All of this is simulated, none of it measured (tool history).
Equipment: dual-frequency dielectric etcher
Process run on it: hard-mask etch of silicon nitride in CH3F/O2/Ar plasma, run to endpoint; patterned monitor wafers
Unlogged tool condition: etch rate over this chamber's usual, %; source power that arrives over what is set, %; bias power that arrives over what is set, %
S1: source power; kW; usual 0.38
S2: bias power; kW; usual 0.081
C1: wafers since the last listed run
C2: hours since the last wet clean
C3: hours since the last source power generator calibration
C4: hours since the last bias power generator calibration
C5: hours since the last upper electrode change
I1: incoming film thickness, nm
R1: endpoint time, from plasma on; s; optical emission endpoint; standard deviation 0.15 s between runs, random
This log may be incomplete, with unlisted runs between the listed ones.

| run | hour | S1 | S2 | C1 | C2 | C3 | C4 | C5 | I1 | R1 |
|---|---|---|---|---|---|---|---|---|---|---|
| 1 | 0 | 0.38 | 0.081 | 0 | 335 | 4653.9 | 4567.9 | 2521.8 | 35.77 | 46.8 |
| 2 | 7 | 0.38 | 0.081 | 71 | 342 | 4660.9 | 4574.9 | 2528.8 | 35.6 | 46.7 |
| 3 | 13.4 | 0.38 | 0.081 | 65 | 348.4 | 4667.3 | 4581.3 | 2535.2 | 35.85 | 46.9 |
| 4 | 25.6 | 0.38 | 0.081 | 124 | 360.6 | 4679.5 | 4593.5 | 2547.4 | 35.67 | 46.6 |
| 5 | 32.7 | 0.38 | 0.081 | 72 | 367.7 | 4686.6 | 4600.6 | 2554.5 | 35.65 | 46.6 |
|  | 67.6 | upper electrode replaced |
|  | 69.6 | source power generator calibrated |
|  | 85.8 | wet clean of the chamber |
| 6 | 86.3 | 0.38 | 0.081 | 116 | 0.5 | 16.7 | 4654.2 | 18.7 | 35.91 | 48 |
| 7 | 86.6 | 0.43 | 0.075 | 3 | 0.8 | 17 | 4654.5 | 19 | 35.6 | 47.1 |
| 8 | 87 | 0.43 | 0.075 | 4 | 1.2 | 17.4 | 4654.9 | 19.4 | 35.76 | 47.1 |
| 9 | 88.9 | 0.38 | 0.081 | 19 | 3.1 | 19.3 | 4656.8 | 21.3 | 35.83 | 48.2 |
| 10 | 98.6 | 0.3 | 0.088 | 98 | 12.8 | 29 | 4666.5 | 31 | 35.41 | 49.5 |
|  | 114.7 | bias power generator calibrated |
| 11 | 115.2 | 0.35 | 0.099 | 128 | 29.4 | 45.6 | 0.5 | 47.6 | 35.72 | 46.2 |
| 12 | 125.5 | 0.32 | 0.067 | 104 | 39.7 | 55.9 | 10.8 | 57.9 | 35.65 | 52.7 |
| 13 | 135 | 0.38 | 0.081 | 96 | 49.2 | 65.4 | 20.3 | 67.4 | 35.33 | 46.9 |
| 14 | 150.6 | 0.32 | 0.072 | 158 | 64.8 | 81 | 35.9 | 83 | 35.66 | 51.7 |
| 15 | 156.9 | 0.31 | 0.081 | 64 | 71.1 | 87.3 | 42.2 | 89.3 | 35.77 | 50.6 |
| 16 | 172 | 0.42 | 0.081 | 153 | 86.2 | 102.4 | 57.3 | 104.4 | 35.32 | 45.6 |
| 17 | 182.7 | 0.38 | 0.081 | 109 | 96.9 | 113.1 | 68 | 115.1 | 35.45 | 47 |
| 18 | 190.1 | 0.42 | 0.095 | 75 | 104.3 | 120.5 | 75.4 | 122.5 | 35.95 | 44.6 |

Take each entry between the runs: how does the hidden state at the last listed run before it differ from the hidden state at the first listed run after it?
Between runs 5 and 6: upper electrode replaced (hour 67.6); source power generator calibrated (hour 69.6); wet clean of the chamber (hour 85.8)
  etch rate over this chamber's usual, %: 3.73 -> 0.954
  what was measured, less what the result would be without the hidden state, R1: -1.7 -> -0.5 s
Between runs 10 and 11: bias power generator calibrated (hour 114.7)
  etch rate over this chamber's usual, %: 1.09 -> 1.27
  what was measured, less what the result would be without the hidden state, R1: -0.6 -> -0.6 s
